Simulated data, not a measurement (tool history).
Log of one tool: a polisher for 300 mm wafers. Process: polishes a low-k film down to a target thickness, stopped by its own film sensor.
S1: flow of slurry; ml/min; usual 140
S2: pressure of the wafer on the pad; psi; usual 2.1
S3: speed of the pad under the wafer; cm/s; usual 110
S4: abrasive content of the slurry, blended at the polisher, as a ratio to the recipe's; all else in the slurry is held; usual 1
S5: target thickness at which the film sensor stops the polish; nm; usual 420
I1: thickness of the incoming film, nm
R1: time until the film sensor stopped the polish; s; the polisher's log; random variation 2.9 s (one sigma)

Run 1, hour 0: usual settings but S3 124 cm/s; I1 495. Result: R1 181.7 s.
Run 2, hour 15.6: usual settings but S3 124 cm/s; I1 492. Result: R1 180.5 s.
Run 3, hour 45.8: usual settings but S3 124 cm/s; I1 496. Result: R1 184.5 s.
At hour 51.4: worn pad replaced by a new one.
Run 4, hour 68.5: usual settings; I1 490.8. Result: R1 191.5 s.
At hour 93.9: conditioning disc replaced and pad reconditioned.
Run 5, hour 94.4: usual settings but S4 0.9; I1 489.8. Result: R1 204.4 s.
Run 6, hour 104.7: usual settings; I1 486.8. Result: R1 183 s.
At hour 114.9: slurry nozzle cleaned.
At hour 118.5: worn pad replaced by a new one.
Run 7, hour 139.8: usual settings; I1 492.2. Result: R1 178.1 s.
Run 8, hour 156.6: usual settings; I1 491.2. Result: R1 177.3 s.
Run 9, hour 181.1: usual settings but S3 136 cm/s, S4 0.85; I1 490.7. Result: R1 166.3 s.
At hour 198: worn pad replaced by a new one.
Run 10, hour 208.8: usual settings; I1 496. Result: R1 192.4 s.
Run 11, hour 234.2: usual settings but S5 442 nm; I1 488.8. Result: R1 121.7 s.
At hour 236.9: head pressure recalibrated.
Run 12, hour 246.4: usual settings but S2 2.6 psi, S3 80 cm/s, S4 0.85, S5 403 nm; I1 491.6. Result: R1 249.6 s.
At hour 257.8: slurry blender recalibrated.
Run 13, hour 260.3: usual settings but S2 1.4 psi, S4 1.25, S5 436 nm; I1 488.1. Result: R1 186.2 s.
At hour 265.4: worn pad replaced by a new one.
At hour 276.5: conditioning disc replaced and pad reconditioned.
Run 14, hour 287.7: usual settings but S2 2.4 psi, S3 124 cm/s, S4 1.15; I1 486.2. Result: R1 134.6 s.
Run 15, hour 318.3: usual settings; I1 493.1. Result: R1 198.4 s.
At hour 333.6: worn pad replaced by a new one.
Run 16, hour 338.6: usual settings but S1 160 ml/min; I1 489.4. Result: R1 178.9 s.
Run 17, hour 362.2: usual settings but S1 155 ml/min, S2 1.8 psi, S4 0.7, S5 401 nm; I1 484.3. Result: R1 322.8 s.

Some steps in R1 between neighbouring runs. How much of each would the tool show without its hidden state too (settings, what came in, random variation), and how much is left for the hidden state, with any gauge scatter that isn't in both results?
The hidden state here: removal rate lost through wear of the pad, %; slurry flow missing at the pad, %; deviation of the head's pressure from its setpoint, %; abrasive missing from the slurry, %; time polished since the conditioner stopped cutting, s.
Run 6 -> 7: slurry nozzle cleaned, worn pad replaced by a new one. R1 -4.9 s: hidden state -21.3, all else +16.4.
Run 16 -> 17: S1 160 -> 155, S2 2.1 -> 1.8, S4 1 -> 0.7, S5 420 -> 401. R1 +143.9 s: hidden state +18.7, all else +125.2.
